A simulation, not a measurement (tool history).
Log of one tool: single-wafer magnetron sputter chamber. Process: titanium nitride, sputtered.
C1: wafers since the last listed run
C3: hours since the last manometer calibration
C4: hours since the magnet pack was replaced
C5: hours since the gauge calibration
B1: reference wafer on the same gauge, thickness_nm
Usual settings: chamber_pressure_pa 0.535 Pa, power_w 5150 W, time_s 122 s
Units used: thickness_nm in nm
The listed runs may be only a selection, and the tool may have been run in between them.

{"run": 1, "hour": 0.0, "chamber_pressure_pa": 0.639, "power_w": 5150, "time_s": 122, "C1": 0, "wafers on the sputter target": 3202, "C3": 694.1, "C4": 9248.7, "C5": 837.5, "B1": 101.008, "thickness_nm": 100.038}
{"hour": 28.9, "done": "sputter target and shields replaced"}
{"run": 2, "hour": 57.4, "chamber_pressure_pa": 0.639, "power_w": 5150, "time_s": 122, "C1": 554, "wafers on the sputter target": 320, "C3": 751.5, "C4": 9306.1, "C5": 894.9, "B1": 101.033, "thickness_nm": 101.928}
{"run": 3, "hour": 114.2, "chamber_pressure_pa": 0.535, "power_w": 5150, "time_s": 122, "C1": 637, "wafers on the sputter target": 958, "C3": 808.3, "C4": 9362.9, "C5": 951.7, "B1": 100.942, "thickness_nm": 106.633}
{"hour": 115.1, "done": "gauge calibrated"}
{"run": 4, "hour": 175.3, "chamber_pressure_pa": 0.535, "power_w": 5150, "time_s": 122, "C1": 686, "wafers on the sputter target": 1644, "C3": 869.4, "C4": 9424, "C5": 60.2, "B1": 100.971, "thickness_nm": 106.43}
{"run": 5, "hour": 222.2, "chamber_pressure_pa": 0.535, "power_w": 5150, "time_s": 122, "C1": 526, "wafers on the sputter target": 2170, "C3": 916.3, "C4": 9470.9, "C5": 107.1, "B1": 100.955, "thickness_nm": 105.637}
{"run": 6, "hour": 247.2, "chamber_pressure_pa": 0.535, "power_w": 5150, "time_s": 122, "C1": 280, "wafers on the sputter target": 2451, "C3": 941.3, "C4": 9495.9, "C5": 132.1, "B1": 100.928, "thickness_nm": 105.495}
{"run": 7, "hour": 277.2, "chamber_pressure_pa": 0.535, "power_w": 5150, "time_s": 122, "C1": 336, "wafers on the sputter target": 2788, "C3": 971.3, "C4": 9525.9, "C5": 162.1, "B1": 101.033, "thickness_nm": 104.986}
{"run": 8, "hour": 344.0, "chamber_pressure_pa": 0.535, "power_w": 5150, "time_s": 122, "C1": 750, "wafers on the sputter target": 3538, "C3": 1038.1, "C4": 9592.7, "C5": 228.9, "B1": 100.98, "thickness_nm": 104.647}
{"hour": 406.2, "done": "sputter target and shields replaced"}
{"run": 9, "hour": 438.9, "chamber_pressure_pa": 0.535, "power_w": 5150, "time_s": 115, "C1": 975, "wafers on the sputter target": 367, "C3": 1133, "C4": 9687.6, "C5": 323.8, "B1": 101.059, "thickness_nm": 101.636}
{"run": 10, "hour": 490.5, "chamber_pressure_pa": 0.694, "power_w": 5150, "time_s": 122, "C1": 579, "wafers on the sputter target": 946, "C3": 1184.6, "C4": 9739.2, "C5": 375.4, "B1": 100.981, "thickness_nm": 99.135}
{"hour": 521.2, "done": "capacitance manometer re-zeroed and calibrated"}
{"run": 11, "hour": 530.0, "chamber_pressure_pa": 0.535, "power_w": 5150, "time_s": 122, "C1": 353, "wafers on the sputter target": 1300, "C3": 8.8, "C4": 9778.7, "C5": 414.9, "B1": 101.013, "thickness_nm": 106.505}
{"run": 12, "hour": 554.4, "chamber_pressure_pa": 0.535, "power_w": 5150, "time_s": 122, "C1": 273, "wafers on the sputter target": 1574, "C3": 33.2, "C4": 9803.1, "C5": 439.3, "B1": 101.014, "thickness_nm": 106.004}
{"run": 13, "hour": 587.8, "chamber_pressure_pa": 0.535, "power_w": 5150, "time_s": 122, "C1": 375, "wafers on the sputter target": 1949, "C3": 66.6, "C4": 9836.5, "C5": 472.7, "B1": 101.081, "thickness_nm": 105.895}
{"run": 14, "hour": 656.1, "chamber_pressure_pa": 0.535, "power_w": 5150, "time_s": 122, "C1": 766, "wafers on the sputter target": 2716, "C3": 134.9, "C4": 9904.8, "C5": 541, "B1": 101.015, "thickness_nm": 105.607}
{"run": 15, "hour": 682.3, "chamber_pressure_pa": 0.535, "power_w": 5150, "time_s": 122, "C1": 294, "wafers on the sputter target": 3010, "C3": 161.1, "C4": 9931, "C5": 567.2, "B1": 101.016, "thickness_nm": 104.93}
{"hour": 710.9, "done": "sputter target and shields replaced"}
{"run": 16, "hour": 730.8, "chamber_pressure_pa": 0.535, "power_w": 5150, "time_s": 122, "C1": 454, "wafers on the sputter target": 223, "C3": 209.6, "C4": 9979.5, "C5": 615.7, "B1": 100.944, "thickness_nm": 107.547}
{"run": 17, "hour": 759.8, "chamber_pressure_pa": 0.72, "power_w": 5150, "time_s": 114, "C1": 325, "wafers on the sputter target": 549, "C3": 238.6, "C4": 10008.5, "C5": 644.7, "B1": 100.953, "thickness_nm": 91.196}
{"run": 18, "hour": 831.3, "chamber_pressure_pa": 0.535, "power_w": 3950, "time_s": 136, "C1": 802, "wafers on the sputter target": 1351, "C3": 310.1, "C4": 10080, "C5": 716.2, "B1": 101.048, "thickness_nm": 90.999}
{"run": 19, "hour": 862.3, "chamber_pressure_pa": 0.331, "power_w": 4200, "time_s": 107, "C1": 348, "wafers on the sputter target": 1700, "C3": 341.1, "C4": 10111, "C5": 747.2, "B1": 100.973, "thickness_nm": 84.554}
{"run": 20, "hour": 967.5, "chamber_pressure_pa": 0.389, "power_w": 4550, "time_s": 130, "C1": 1181, "wafers on the sputter target": 2881, "C3": 446.3, "C4": 10216.2, "C5": 852.4, "B1": 101.033, "thickness_nm": 106.549}
{"hour": 999.1, "done": "sputter target and shields replaced"}
{"run": 21, "hour": 1021.6, "chamber_pressure_pa": 0.535, "power_w": 5150, "time_s": 122, "C1": 517, "wafers on the sputter target": 253, "C3": 500.4, "C4": 10270.3, "C5": 906.5, "B1": 101.038, "thickness_nm": 107.4}
{"run": 22, "hour": 1089.1, "chamber_pressure_pa": 0.64, "power_w": 5550, "time_s": 103, "C1": 757, "wafers on the sputter target": 1010, "C3": 567.9, "C4": 10337.8, "C5": 974, "B1": 100.946, "thickness_nm": 92.409}
{"hour": 1095.0, "done": "gauge calibrated"}
{"run": 23, "hour": 1147.7, "chamber_pressure_pa": 0.323, "power_w": 6050, "time_s": 135, "C1": 658, "wafers on the sputter target": 1669, "C3": 626.5, "C4": 10396.4, "C5": 52.7, "B1": 101.04, "thickness_nm": 154.739}
{"hour": 1183.5, "done": "magnet pack replaced"}
{"run": 24, "hour": 1184.0, "chamber_pressure_pa": 0.535, "power_w": 4300, "time_s": 111, "C1": 317, "wafers on the sputter target": 1986, "C3": 662.8, "C4": 0.5, "C5": 89, "B1": 100.933, "thickness_nm": 80.371}
{"run": 25, "hour": 1229.5, "chamber_pressure_pa": 0.679, "power_w": 5500, "time_s": 129, "C1": 510, "wafers on the sputter target": 2497, "C3": 708.3, "C4": 46, "C5": 134.5, "B1": 101.071, "thickness_nm": 111.399}
{"run": 26, "hour": 1267.3, "chamber_pressure_pa": 0.378, "power_w": 4350, "time_s": 107, "C1": 424, "wafers on the sputter target": 2922, "C3": 746.1, "C4": 83.8, "C5": 172.3, "B1": 101.073, "thickness_nm": 84.515}
{"run": 27, "hour": 1293.3, "chamber_pressure_pa": 0.468, "power_w": 5550, "time_s": 141, "C1": 291, "wafers on the sputter target": 3214, "C3": 772.1, "C4": 109.8, "C5": 198.3, "B1": 100.928, "thickness_nm": 135.851}
{"hour": 1314.9, "done": "sputter target and shields replaced"}
{"run": 28, "hour": 1334.3, "chamber_pressure_pa": 0.535, "power_w": 6100, "time_s": 100, "C1": 370, "wafers on the sputter target": 217, "C3": 813.1, "C4": 150.8, "C5": 239.3, "B1": 100.995, "thickness_nm": 105.043}
{"run": 29, "hour": 1373.5, "chamber_pressure_pa": 0.535, "power_w": 5150, "time_s": 122, "C1": 440, "wafers on the sputter target": 657, "C3": 852.3, "C4": 190, "C5": 278.5, "B1": 101.017, "thickness_nm": 107.426}
{"run": 30, "hour": 1413.5, "chamber_pressure_pa": 0.678, "power_w": 6050, "time_s": 130, "C1": 449, "wafers on the sputter target": 1106, "C3": 892.3, "C4": 230, "C5": 318.5, "B1": 100.969, "thickness_nm": 124.874}
{"run": 31, "hour": 1470.8, "chamber_pressure_pa": 0.535, "power_w": 4100, "time_s": 142, "C1": 643, "wafers on the sputter target": 1750, "C3": 949.6, "C4": 287.3, "C5": 375.8, "B1": 100.966, "thickness_nm": 98.806}
{"run": 32, "hour": 1511.9, "chamber_pressure_pa": 0.535, "power_w": 5150, "time_s": 122, "C1": 461, "wafers on the sputter target": 2211, "C3": 990.7, "C4": 328.4, "C5": 416.9, "B1": 101.003, "thickness_nm": 105.766}

Predict each of these 5 candidate next runs independently; none follows another, all start after run 32:
{"run": "A", "hour": 1512.3, "chamber_pressure_pa": 0.535, "power_w": 5150, "time_s": 122, "C1": 4, "wafers on the sputter target": 2216, "C3": 991.1, "C4": 328.8, "C5": 417.3, "B1": "?", "thickness_nm": "?"}
{"run": "B", "hour": 1512.3, "chamber_pressure_pa": 0.475, "power_w": 5150, "time_s": 143, "C1": 4, "wafers on the sputter target": 2216, "C3": 991.1, "C4": 328.8, "C5": 417.3, "B1": "?", "thickness_nm": "?"}
{"run": "C", "hour": 1512.3, "chamber_pressure_pa": 0.418, "power_w": 4300, "time_s": 140, "C1": 4, "wafers on the sputter target": 2216, "C3": 991.1, "C4": 328.8, "C5": 417.3, "B1": "?", "thickness_nm": "?"}
{"run": "D", "hour": 1512.3, "chamber_pressure_pa": 0.366, "power_w": 4700, "time_s": 122, "C1": 4, "wafers on the sputter target": 2216, "C3": 991.1, "C4": 328.8, "C5": 417.3, "B1": "?", "thickness_nm": "?"}
{"run": "E", "hour": 1512.3, "chamber_pressure_pa": 0.749, "power_w": 6300, "time_s": 110, "C1": 4, "wafers on the sputter target": 2216, "C3": 991.1, "C4": 328.8, "C5": 417.3, "B1": "?", "thickness_nm": "?"}

run=A B1=100.966 thickness_nm=105.757
run=B B1=100.966 thickness_nm=127.71
run=C B1=100.966 thickness_nm=107.424
run=D B1=100.966 thickness_nm=105.054
run=E B1=100.966 thickness_nm=105.176
The same runs, with their run-to-run variation unchanged, on a tool lacking any hidden condition would have given:
run=A thickness_nm=107.891
run=B thickness_nm=130.286
run=C thickness_nm=109.591
run=D thickness_nm=107.173
run=E thickness_nm=107.297
